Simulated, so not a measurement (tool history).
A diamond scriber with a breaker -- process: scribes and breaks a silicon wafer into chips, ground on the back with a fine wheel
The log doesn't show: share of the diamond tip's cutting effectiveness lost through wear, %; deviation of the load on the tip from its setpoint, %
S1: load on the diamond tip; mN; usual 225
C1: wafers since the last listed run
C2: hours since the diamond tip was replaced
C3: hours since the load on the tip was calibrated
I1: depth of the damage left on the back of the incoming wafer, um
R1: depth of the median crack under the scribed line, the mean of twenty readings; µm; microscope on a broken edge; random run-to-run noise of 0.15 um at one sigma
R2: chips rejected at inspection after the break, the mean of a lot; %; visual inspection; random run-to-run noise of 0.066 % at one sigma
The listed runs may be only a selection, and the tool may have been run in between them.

run 1 hour=0 | S1=225 | C1=0 C2=864.2 C3=1028.1 | I1=2.29 | R1=13.54 R2=2.45
run 2 hour=64.2 | S1=225 | C1=171 C2=928.4 C3=1092.3 | I1=2.79 | R1=13.33 R2=2.71
run 3 hour=86.5 | S1=225 | C1=59 C2=950.7 C3=1114.6 | I1=2.54 | R1=13.75 R2=2.52
run 4 hour=121.2 | S1=225 | C1=92 C2=985.4 C3=1149.3 | I1=2.84 | R1=13.58 R2=2.67
run 5 hour=153.5 | S1=225 | C1=86 C2=1017.7 C3=1181.6 | I1=1.97 | R1=13.67 R2=2.08
run 6 hour=182.4 | S1=225 | C1=77 C2=1046.6 C3=1210.5 | I1=2.55 | R1=13.45 R2=2.46
-- hour=188 diamond tip replaced by a new one
run 7 hour=213.6 | S1=225 | C1=78 C2=25.6 C3=1241.7 | I1=2.94 | R1=15.18 R2=2.9
run 8 hour=244.6 | S1=255 | C1=82 C2=56.6 C3=1272.7 | I1=2.62 | R1=16.53 R2=5.68
run 9 hour=280 | S1=268 | C1=94 C2=92 C3=1308.1 | I1=1.62 | R1=17.02 R2=6.96
-- hour=285.9 load on the tip recalibrated
run 10 hour=296.5 | S1=268 | C1=38 C2=108.5 C3=10.6 | I1=2.58 | R1=15.16 R2=2.25
run 11 hour=332.5 | S1=161 | C1=96 C2=144.5 C3=46.6 | I1=2.27 | R1=10.08 R2=17.65
run 12 hour=366.3 | S1=177 | C1=90 C2=178.3 C3=80.4 | I1=2.82 | R1=10.97 R2=13.4
run 13 hour=386.7 | S1=195 | C1=54 C2=198.7 C3=100.8 | I1=2.79 | R1=11.86 R2=9.12
run 14 hour=413.9 | S1=225 | C1=72 C2=225.9 C3=128 | I1=1.6 | R1=13.06 R2=2.77

Run 15 has not been measured yet. What should we expect?
run 15 hour=448.9 | S1=225 | C1=93 C2=260.9 C3=163 | I1=1.82 | R1=? R2=?

Run 15 produced R1 13 µm, R2 3.37 %.
On a tool with no hidden condition, and with the same random variation, this run would have come out at R1 14.48 µm, R2 1.51 %.

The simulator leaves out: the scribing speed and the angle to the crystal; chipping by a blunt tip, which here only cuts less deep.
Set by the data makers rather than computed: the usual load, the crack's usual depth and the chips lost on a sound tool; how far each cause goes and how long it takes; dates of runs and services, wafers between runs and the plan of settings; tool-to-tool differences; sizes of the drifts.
